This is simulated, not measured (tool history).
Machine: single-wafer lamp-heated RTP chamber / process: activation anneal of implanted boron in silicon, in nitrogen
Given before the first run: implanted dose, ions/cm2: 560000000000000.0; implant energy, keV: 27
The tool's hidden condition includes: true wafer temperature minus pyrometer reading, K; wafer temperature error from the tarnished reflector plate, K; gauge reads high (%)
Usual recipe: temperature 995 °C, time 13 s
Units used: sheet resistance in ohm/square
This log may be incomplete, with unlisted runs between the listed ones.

run     day  temperature  time  wafers since the last listed run  wafers since the last pyrometer calibration  wafers since the reflector plate was cleaned  hours since the gauge calibration  read-back reference wafer on the same gauge, sheet resistance  sheet resistance
  1   0.000          995    13                                 0                                         2835                                           568                              853.9                                                         192.16            178.88
  2   4.458          995    11                              1531                                         4367                                          2099                              960.9                                                         192.11            177.91
  3   7.425         1017     8                              1019                                         5386                                          3118                             1032.1                                                         191.78            175.47
  4  10.412         1017     8                              1026                                         6412                                          4145                             1103.8                                                         191.93            176.52
     11.988  -- pyrometer window cleaned and pyrometer calibrated
  5  13.392          979    13                               908                                          482                                          5054                             1175.3                                                         191.94            193.42
  6  15.817          979    13                               833                                         1315                                          5887                             1233.5                                                         191.82            190.21
  7  17.462          995    15                               565                                         1881                                          6452                             1273.0                                                         192.26            179.06
  8  19.371          995    15                               655                                         2536                                          7107                             1318.8                                                         192.04            179.34
  9  23.838          995    15                              1534                                         4071                                          8642                             1426.0                                                         191.97            178.31
     25.621  -- reflector plate cleaned
 10  27.633          995    13                              1189                                         5260                                           690                             1517.1                                                         192.03            178.83
     30.467  -- gauge calibrated
 11  30.796          995    13                              1086                                         6347                                          1776                                7.9                                                         191.96            178.25
     31.617  -- pyrometer window cleaned and pyrometer calibrated
 12  34.467          995    13                              1146                                          979                                          2923                               96.0                                                         192.18            181.27
 13  38.267         1015    19                              1305                                         2284                                          4228                              187.2                                                         191.89            173.14
 14  41.342         1017     8                              1056                                         3341                                          5285                              261.0                                                         191.94            175.54
 15  44.896         1012    11                              1220                                         4562                                          6506                              346.3                                                         192.06            175.89
 16  47.871          995    13                              1021                                         5583                                          7527                              417.7                                                         192.15            178.20
 17  50.754          983    13                               990                                         6574                                          8518                              486.9                                                         192.16            183.07
 18  52.408          995    13                               568                                         7142                                          9086                              526.6                                                         192.03            178.30
 19  54.192          981    18                               612                                         7755                                          9699                              569.4                                                         191.97            182.46
     56.362  -- pyrometer window cleaned and pyrometer calibrated
 20  57.367         1024     7                               976                                          344                                         10675                              645.6                                                         192.15            176.09
     58.267  -- reflector plate cleaned
 21  68.725          995    13                              3787                                         4131                                          3592                              918.2                                                         192.15            178.42
 22  70.375          970    16                               566                                         4698                                          4159                              957.8                                                         191.98            191.77
 23  72.629          973    13                               774                                         5472                                          4933                             1011.9                                                         191.93            190.38
 24  75.908          995    13                              1126                                         6599                                          6060                             1090.6                                                         191.95            177.75

5 options for the next run, each taken on its own from the tool as it stands now. Forecast them:
  A  75.925          995    13                                 5                                         6605                                          6066                             1091.0                                                              ?                 ?
  B  75.925         1008     8                                 5                                         6605                                          6066                             1091.0                                                              ?                 ?
  C  75.925          995    18                                 5                                         6605                                          6066                             1091.0                                                              ?                 ?
  D  75.925          995     8                                 5                                         6605                                          6066                             1091.0                                                              ?                 ?
  E  75.925         1020    10                                 5                                         6605                                          6066                             1091.0                                                              ?                 ?

run  read-back reference wafer on the same gauge, sheet resistance  sheet resistance
  A                                                         192.00            177.81
  B                                                         192.00            176.17
  C                                                         192.00            176.90
  D                                                         192.00            179.35
  E                                                         192.00            174.07
Had the tool no hidden state, the same runs would have come out as:
run  sheet resistance
  A            182.41
  B            178.97
  C            181.00
  D            184.69
  E            175.64

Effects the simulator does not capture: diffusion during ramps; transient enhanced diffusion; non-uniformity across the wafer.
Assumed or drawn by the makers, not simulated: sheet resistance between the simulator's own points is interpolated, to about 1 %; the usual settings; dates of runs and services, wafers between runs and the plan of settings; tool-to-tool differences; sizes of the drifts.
